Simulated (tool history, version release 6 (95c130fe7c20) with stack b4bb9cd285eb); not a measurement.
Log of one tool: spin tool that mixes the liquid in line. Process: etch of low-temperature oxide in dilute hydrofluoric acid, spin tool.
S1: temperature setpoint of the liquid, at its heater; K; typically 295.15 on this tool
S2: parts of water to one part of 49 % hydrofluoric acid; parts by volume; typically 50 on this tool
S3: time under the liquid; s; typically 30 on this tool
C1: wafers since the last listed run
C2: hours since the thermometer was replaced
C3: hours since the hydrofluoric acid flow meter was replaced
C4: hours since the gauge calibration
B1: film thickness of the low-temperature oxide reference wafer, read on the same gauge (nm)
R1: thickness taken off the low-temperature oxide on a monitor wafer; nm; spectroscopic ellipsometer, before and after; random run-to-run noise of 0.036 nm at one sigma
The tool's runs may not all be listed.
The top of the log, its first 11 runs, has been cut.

| run | day | S1 | S2 | S3 | C1 | C2 | C3 | C4 | B1 | R1 |
|---|---|---|---|---|---|---|---|---|---|---|
|  | 6.754 | hydrofluoric acid flow meter replaced |
| 12 | 7.246 | 295.15 | 40 | 15 | 283 | 2919.8 | 11.8 | 243.4 | 50.00 | 5.11 |
|  | 7.838 | gauge calibrated |
| 13 | 8.842 | 295.15 | 40 | 15 | 650 | 2958.1 | 50.1 | 24.1 | 49.97 | 5.11 |
| 14 | 9.367 | 295.15 | 50 | 30 | 213 | 2970.7 | 62.7 | 36.7 | 49.99 | 8.09 |
| 15 | 10.096 | 295.15 | 50 | 30 | 297 | 2988.2 | 80.2 | 54.2 | 49.98 | 8.05 |
| 16 | 10.417 | 297.15 | 50 | 30 | 130 | 2995.9 | 87.9 | 61.9 | 49.99 | 8.76 |
|  | 10.529 | thermometer replaced |
| 17 | 10.908 | 295.15 | 50 | 30 | 183 | 9.1 | 99.7 | 73.7 | 49.98 | 7.29 |
| 18 | 11.192 | 291.15 | 70 | 20 | 115 | 15.9 | 106.5 | 80.5 | 50.01 | 2.85 |
| 19 | 11.517 | 295.15 | 50 | 25 | 132 | 23.7 | 114.3 | 88.3 | 49.98 | 6.02 |
| 20 | 12.162 | 295.15 | 50 | 15 | 263 | 39.2 | 129.8 | 103.8 | 50.00 | 3.61 |
| 21 | 12.425 | 295.15 | 50 | 30 | 106 | 45.5 | 136.1 | 110.1 | 49.99 | 7.34 |
| 22 | 13.017 | 299.65 | 50 | 15 | 241 | 59.7 | 150.3 | 124.3 | 49.95 | 4.37 |
| 23 | 14.312 | 295.15 | 50 | 30 | 528 | 90.8 | 181.4 | 155.4 | 50.00 | 7.23 |
| 24 | 14.588 | 295.15 | 50 | 30 | 112 | 97.4 | 188.0 | 162.0 | 50.02 | 7.32 |
| 25 | 15.025 | 299.65 | 35 | 50 | 178 | 107.9 | 198.5 | 172.5 | 49.97 | 21.26 |
| 26 | 15.433 | 295.15 | 50 | 30 | 166 | 117.7 | 208.3 | 182.3 | 50.01 | 7.28 |
| 27 | 15.842 | 295.15 | 50 | 30 | 166 | 127.5 | 218.1 | 192.1 | 49.98 | 7.28 |
| 28 | 16.462 | 293.15 | 50 | 30 | 253 | 142.4 | 233.0 | 207.0 | 50.03 | 6.65 |
| 29 | 16.783 | 298.65 | 40 | 30 | 130 | 150.1 | 240.7 | 214.7 | 50.00 | 10.74 |
| 30 | 17.121 | 290.65 | 40 | 15 | 137 | 158.2 | 248.8 | 222.8 | 50.00 | 3.82 |
| 31 | 17.642 | 295.15 | 60 | 15 | 212 | 170.7 | 261.3 | 235.3 | 50.00 | 3.00 |
|  | 17.921 | gauge calibrated |
| 32 | 18.279 | 295.15 | 50 | 30 | 259 | 186.0 | 276.6 | 8.6 | 50.00 | 7.28 |

Below are 5 alternative next runs, each starting from the tool's condition after run 32. Predict each:
| A | 18.296 | 295.15 | 50 | 30 | 6 | 186.4 | 277.0 | 9.0 | ? | ? |
| B | 18.296 | 295.15 | 60 | 20 | 6 | 186.4 | 277.0 | 9.0 | ? | ? |
| C | 18.296 | 290.15 | 40 | 30 | 6 | 186.4 | 277.0 | 9.0 | ? | ? |
| D | 18.296 | 299.65 | 35 | 25 | 6 | 186.4 | 277.0 | 9.0 | ? | ? |
| E | 18.296 | 296.65 | 30 | 35 | 6 | 186.4 | 277.0 | 9.0 | ? | ? |

| run | B1 | R1 |
|---|---|---|
| A | 50.03 | 7.32 |
| B | 50.03 | 4.01 |
| C | 50.03 | 7.48 |
| D | 50.03 | 10.70 |
| E | 50.03 | 15.55 |
What these runs would have given with no unlogged condition in the tool:
| run | R1 |
|---|---|
| A | 7.15 |
| B | 3.92 |
| C | 7.31 |
| D | 10.46 |
| E | 15.20 |
